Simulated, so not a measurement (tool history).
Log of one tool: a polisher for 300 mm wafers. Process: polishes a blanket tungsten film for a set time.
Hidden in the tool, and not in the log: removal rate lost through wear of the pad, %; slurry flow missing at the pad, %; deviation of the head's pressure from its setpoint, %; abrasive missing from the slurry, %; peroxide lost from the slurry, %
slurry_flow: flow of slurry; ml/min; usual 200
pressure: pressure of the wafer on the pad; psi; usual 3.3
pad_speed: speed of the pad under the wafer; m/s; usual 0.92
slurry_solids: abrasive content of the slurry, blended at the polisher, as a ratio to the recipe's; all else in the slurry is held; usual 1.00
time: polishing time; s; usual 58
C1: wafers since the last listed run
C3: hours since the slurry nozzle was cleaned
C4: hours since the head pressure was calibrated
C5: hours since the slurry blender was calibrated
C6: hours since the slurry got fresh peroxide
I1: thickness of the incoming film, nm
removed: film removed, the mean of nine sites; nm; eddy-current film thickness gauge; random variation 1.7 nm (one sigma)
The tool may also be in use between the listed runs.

Run 1, hour 0.0: usual settings but slurry_flow 145 ml/min; C1 0; wafers polished on this pad 756; C3 184.5; C4 745.6; C5 201.9; C6 119.2; I1 622.9. Result: removed 177.6 nm.
At hour 21.6: slurry tank refilled with fresh slurry and peroxide.
Run 2, hour 27.0: usual settings; C1 247; wafers polished on this pad 1003; C3 211.5; C4 772.6; C5 228.9; C6 5.4; I1 642.1. Result: removed 196.7 nm.
Run 3, hour 60.4: usual settings but pad_speed 1.06 m/s; C1 317; wafers polished on this pad 1320; C3 244.9; C4 806.0; C5 262.3; C6 38.8; I1 625.1. Result: removed 216.7 nm.
At hour 71.6: worn pad replaced by a new one.
Run 4, hour 76.5: usual settings but pad_speed 1.06 m/s; C1 115; wafers polished on this pad 46; C3 261.0; C4 822.1; C5 278.4; C6 54.9; I1 630.8. Result: removed 217.3 nm.
Run 5, hour 96.8: usual settings but pad_speed 1.06 m/s; C1 193; wafers polished on this pad 239; C3 281.3; C4 842.4; C5 298.7; C6 75.2; I1 630.6. Result: removed 218.4 nm.
Run 6, hour 130.6: usual settings but pressure 2.6 psi; C1 321; wafers polished on this pad 561; C3 315.1; C4 876.2; C5 332.5; C6 109.0; I1 635.6. Result: removed 155.7 nm.
At hour 147.2: slurry blender recalibrated.
At hour 150.5: slurry tank refilled with fresh slurry and peroxide.
Run 7, hour 176.2: usual settings but pressure 2.6 psi; C1 405; wafers polished on this pad 966; C3 360.7; C4 921.8; C5 29.0; C6 25.7; I1 630.3. Result: removed 159.8 nm.
At hour 182.6: slurry nozzle cleaned.
Run 8, hour 200.8: usual settings but pressure 2.6 psi; C1 224; wafers polished on this pad 1190; C3 18.2; C4 946.4; C5 53.6; C6 50.3; I1 635.1. Result: removed 157.7 nm.
At hour 234.9: worn pad replaced by a new one, of another model than before.
Run 9, hour 236.6: usual settings but pressure 3.6 psi; C1 302; wafers polished on this pad 16; C3 54.0; C4 982.2; C5 89.4; C6 86.1; I1 629.5. Result: removed 192.1 nm.
Run 10, hour 252.0: usual settings; C1 146; wafers polished on this pad 162; C3 69.4; C4 997.6; C5 104.8; C6 101.5; I1 642.3. Result: removed 185.0 nm.
Run 11, hour 274.2: usual settings but pressure 2.3 psi; C1 211; wafers polished on this pad 374; C3 91.6; C4 1019.8; C5 127.0; C6 123.7; I1 640.6. Result: removed 160.7 nm.
At hour 287.4: slurry tank refilled with fresh slurry and peroxide.
At hour 287.8: head pressure recalibrated.
Run 12, hour 306.0: usual settings but pad_speed 0.76 m/s; C1 289; wafers polished on this pad 663; C3 123.4; C4 18.2; C5 158.8; C6 18.6; I1 625.7. Result: removed 166.5 nm.
Run 13, hour 323.4: usual settings but pad_speed 1.16 m/s, slurry_solids 0.80; C1 165; wafers polished on this pad 828; C3 140.8; C4 35.6; C5 176.2; C6 36.0; I1 620.5. Result: removed 215.3 nm.
Run 14, hour 346.2: usual settings; C1 216; wafers polished on this pad 1045; C3 163.6; C4 58.4; C5 199.0; C6 58.8; I1 630.1. Result: removed 187.6 nm.
Run 15, hour 365.0: usual settings; C1 178; wafers polished on this pad 1224; C3 182.4; C4 77.2; C5 217.8; C6 77.6; I1 627.9. Result: removed 186.1 nm.
At hour 378.9: worn pad replaced by a new one.
Run 16, hour 399.6: usual settings but time 76 s; C1 291; wafers polished on this pad 196; C3 217.0; C4 111.8; C5 252.4; C6 112.2; I1 630.8. Result: removed 240.5 nm.
At hour 420.2: slurry tank refilled with fresh slurry and peroxide.
Run 17, hour 421.7: usual settings but slurry_solids 1.25, time 67 s; C1 200; wafers polished on this pad 397; C3 239.1; C4 133.9; C5 274.5; C6 1.5; I1 622.1. Result: removed 231.0 nm.
At hour 427.5: slurry blender recalibrated.
Run 18, hour 441.4: usual settings but pressure 3.9 psi; C1 168; wafers polished on this pad 565; C3 258.8; C4 153.6; C5 13.9; C6 21.2; I1 639.0. Result: removed 203.7 nm.
Run 19, hour 467.1: usual settings but slurry_flow 245 ml/min, pressure 3.6 psi, slurry_solids 1.10; C1 244; wafers polished on this pad 810; C3 284.5; C4 179.3; C5 39.6; C6 46.9; I1 630.9. Result: removed 208.1 nm.
Run 20, hour 480.6: usual settings but slurry_solids 1.30, time 45 s; C1 128; wafers polished on this pad 938; C3 298.0; C4 192.8; C5 53.1; C6 60.4; I1 637.1. Result: removed 152.9 nm.
Run 21, hour 510.0: usual settings; C1 279; wafers polished on this pad 1218; C3 327.4; C4 222.2; C5 82.5; C6 89.8; I1 631.7. Result: removed 186.0 nm.
At hour 527.9: slurry nozzle cleaned.
Run 22, hour 528.3: usual settings but pad_speed 1.08 m/s; C1 164; wafers polished on this pad 1382; C3 0.4; C4 240.5; C5 100.8; C6 108.1; I1 625.5. Result: removed 206.6 nm.
At hour 543.2: worn pad replaced by a new one.
At hour 549.0: slurry tank refilled with fresh slurry and peroxide.
Run 23, hour 556.7: usual settings but pad_speed 0.64 m/s; C1 222; wafers polished on this pad 119; C3 28.8; C4 268.9; C5 129.2; C6 7.7; I1 624.0. Result: removed 149.9 nm.
Run 24, hour 586.3: usual settings; C1 281; wafers polished on this pad 400; C3 58.4; C4 298.5; C5 158.8; C6 37.3; I1 633.4. Result: removed 192.0 nm.
Run 25, hour 612.0: usual settings but pressure 2.6 psi, pad_speed 1.10 m/s; C1 244; wafers polished on this pad 644; C3 84.1; C4 324.2; C5 184.5; C6 63.0; I1 627.9. Result: removed 196.1 nm.
Run 26, hour 627.3: usual settings but pressure 4.3 psi, pad_speed 0.60 m/s, time 44 s; C1 145; wafers polished on this pad 790; C3 99.4; C4 339.5; C5 199.8; C6 78.3; I1 632.0. Result: removed 120.8 nm.

Measured less the same run without the tool's hidden state. The same run-to-run variation is in both; the gauge's scatter may not be:
run  removed
  1     -7.3
  2     -0.4
  3     -2.8
  4     -3.9
  5     -5.4
  6     -5.6
  7     -2.0
  8     -3.3
  9     -6.3
 10     -7.1
 11     -7.5
 12     -2.3
 13     -4.3
 14     -5.1
 15     -6.3
 16    -11.1
 17     -0.3
 18     -1.5
 19     -3.2
 20     -3.0
 21     -5.5
 22     -7.4
 23     -0.5
 24     -2.5
 25     -4.1
 26     -3.2
